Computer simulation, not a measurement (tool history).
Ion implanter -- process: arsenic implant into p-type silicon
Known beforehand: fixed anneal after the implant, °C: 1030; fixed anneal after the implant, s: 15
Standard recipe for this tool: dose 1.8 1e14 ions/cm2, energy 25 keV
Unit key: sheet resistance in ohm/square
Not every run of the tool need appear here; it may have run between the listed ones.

run,day,dose,energy,"read-back reference wafer on the same gauge, sheet resistance",sheet resistance
1,0,1.8,25,495.92,454.79
2,1.562,1.8,25,496.19,455.89
3,5.879,1.8,25,495.25,450.27
# day 7.283: Faraday cup replaced and dose calibrated
4,10.096,1.8,25,496.37,464.79
5,12.046,1.8,25,495.64,467.18
# day 15.046: gauge calibrated
6,16.208,1.8,25,495.79,462.2
7,28.492,1.8,25,496.19,451.41
# day 31.638: Faraday cup replaced and dose calibrated
8,32.908,1.8,25,495.97,459.86
9,37.267,1.8,25,496.14,455.72
10,38.912,1.8,25,495.52,460.95
11,42.729,1.8,25,496.23,456.98
12,44.371,1.8,25,496.26,459.11
13,46.442,1.8,16.5,495.91,489.51
14,48.067,1.56,31.5,495.98,487.06
15,55.1,2.25,25,496.08,379.3
# day 57.6: Faraday cup replaced and dose calibrated
# day 58.55: extraction supply calibrated
16,58.571,2.29,30.5,496.07,376.5
17,61.196,2,19.5,496.03,439.41
18,63.875,1.8,21,496.56,474.41
# day 64.55: gauge calibrated
19,65.421,1.8,25,495.29,463.12
20,68.962,1.8,25,495.64,466.64
21,72.721,1.8,33.5,496.04,440.93
22,76.642,1.6,25,495.59,494.68
23,78.462,1.8,25,495.5,453.63
24,82.021,1.8,30.5,495.47,434.49

What if the next run were any one of these 4? Each begins from the tool's condition after run 24:
A,82.038,1.65,25,?,?
B,82.038,1.35,25,?,?
C,82.038,1.4,21.5,?,?
D,82.038,1.66,33.5,?,?

run,"read-back reference wafer on the same gauge, sheet resistance",sheet resistance
A,495.57,480.16
B,495.57,555.4
C,495.57,554.02
D,495.57,456.7
Take away the tool's hidden state, keep each run's random variation, and the runs would have read:
run,sheet resistance
A,495.34
B,572.6
C,571.46
D,470.83
